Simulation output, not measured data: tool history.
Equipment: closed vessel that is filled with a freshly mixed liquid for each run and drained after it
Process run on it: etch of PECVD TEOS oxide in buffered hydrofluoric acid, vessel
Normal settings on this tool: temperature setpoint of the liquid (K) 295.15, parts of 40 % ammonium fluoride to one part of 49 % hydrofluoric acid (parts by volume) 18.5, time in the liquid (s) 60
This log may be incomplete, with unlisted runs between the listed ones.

| run | hour | temperature setpoint of the liquid (K) | parts of 40 % ammonium fluoride to one part of 49 % hydrofluoric acid (parts by volume) | time in the liquid (s) | read-back film thickness of the PECVD TEOS oxide reference wafer, read on the same gauge (nm) | thickness taken off the PECVD TEOS oxide on a monitor wafer (nm) |
|---|---|---|---|---|---|---|
| 1 | 0 | 295.15 | 15 | 60 | 140 | 51.32 |
| 2 | 13.2 | 295.15 | 15 | 60 | 140.01 | 51.66 |
| 3 | 25.9 | 295.15 | 18.5 | 60 | 139.99 | 42.52 |
| 4 | 38.7 | 295.15 | 18.5 | 60 | 139.99 | 42.44 |
| 5 | 53.8 | 296.65 | 21 | 60 | 139.95 | 40.12 |
| 6 | 66.4 | 295.15 | 18.5 | 60 | 139.97 | 42.62 |
| 7 | 81.4 | 295.15 | 18.5 | 60 | 140.02 | 42.49 |
| 8 | 95.7 | 295.15 | 18.5 | 40 | 140 | 28.28 |
| 9 | 105.7 | 295.15 | 18.5 | 40 | 140 | 28.44 |
| 10 | 120.8 | 295.15 | 18.5 | 60 | 139.99 | 42.83 |
|  | 127.9 | hydrofluoric acid flow meter replaced |
| 11 | 138 | 295.15 | 18.5 | 60 | 139.98 | 38.63 |
| 12 | 150.7 | 295.15 | 13 | 50 | 140 | 46.46 |
| 13 | 158.8 | 291.15 | 18.5 | 80 | 139.99 | 42.02 |
| 14 | 164.9 | 295.15 | 14 | 60 | 140.02 | 51.99 |
| 15 | 176.2 | 291.65 | 18.5 | 60 | 140 | 32.67 |
|  | 184.7 | gauge calibrated |
| 16 | 190 | 293.65 | 25 | 60 | 140 | 28.81 |
| 17 | 198.3 | 292.15 | 18.5 | 60 | 139.98 | 33.51 |
| 18 | 212.7 | 290.65 | 15.5 | 60 | 140.05 | 36.93 |
| 19 | 221.9 | 295.15 | 18.5 | 60 | 139.98 | 39.48 |
| 20 | 233.1 | 295.15 | 22.5 | 60 | 140 | 33.95 |
| 21 | 250.4 | 295.15 | 13 | 50 | 139.99 | 46.88 |
| 22 | 264.4 | 299.65 | 18.5 | 85 | 140.01 | 72.05 |
|  | 271.1 | thermometer replaced |
| 23 | 274.8 | 295.15 | 18.5 | 60 | 139.99 | 35.31 |
| 24 | 284.9 | 293.65 | 13 | 45 | 140.02 | 35.12 |
| 25 | 301.1 | 291.15 | 16 | 30 | 139.99 | 16.61 |
| 26 | 318.2 | 295.15 | 18.5 | 75 | 139.99 | 44.92 |
| 27 | 332.6 | 299.65 | 18.5 | 60 | 140.01 | 45.78 |
| 28 | 343.2 | 295.15 | 18.5 | 35 | 139.99 | 21.12 |
| 29 | 354.1 | 293.65 | 25 | 60 | 140.03 | 26.29 |
| 30 | 371.7 | 295.15 | 18.5 | 60 | 139.98 | 36.25 |
| 31 | 387.8 | 297.65 | 23.5 | 60 | 140 | 34.34 |
| 32 | 404.1 | 298.65 | 13.5 | 95 | 140 | 94.46 |

Some steps in thickness taken off the PECVD TEOS oxide on a monitor wafer (nm), run to run, broken into two amounts with sign: the step expected even without the hidden condition (settings, incoming material, random variation), and the rest, left for the hidden condition together with whatever gauge scatter is not in both the measured and the hidden-condition-free result:
Unlogged tool condition in this case: liquid hotter than its thermometer reads (K); hydrofluoric acid flow above the setpoint (%); gauge reads high (%).
Run 10 -> 11: hydrofluoric acid flow meter replaced. thickness taken off the PECVD TEOS oxide on a monitor wafer (nm) -4.2: hidden state -3.75, all else -0.45.
Run 22 -> 23: temperature setpoint of the liquid (K) 299.65 -> 295.15, time in the liquid (s) 85 -> 60, thermometer replaced. thickness taken off the PECVD TEOS oxide on a monitor wafer (nm) -36.74: hidden state -8.41, all else -28.33.
Run 25 -> 26: temperature setpoint of the liquid (K) 291.15 -> 295.15, parts of 40 % ammonium fluoride to one part of 49 % hydrofluoric acid (parts by volume) 16 -> 18.5, time in the liquid (s) 30 -> 75. thickness taken off the PECVD TEOS oxide on a monitor wafer (nm) +28.31: hidden state +1.12, all else +27.19.
Run 31 -> 32: temperature setpoint of the liquid (K) 297.65 -> 298.65, parts of 40 % ammonium fluoride to one part of 49 % hydrofluoric acid (parts by volume) 23.5 -> 13.5, time in the liquid (s) 60 -> 95. thickness taken off the PECVD TEOS oxide on a monitor wafer (nm) +60.12: hidden state +3.42, all else +56.7.
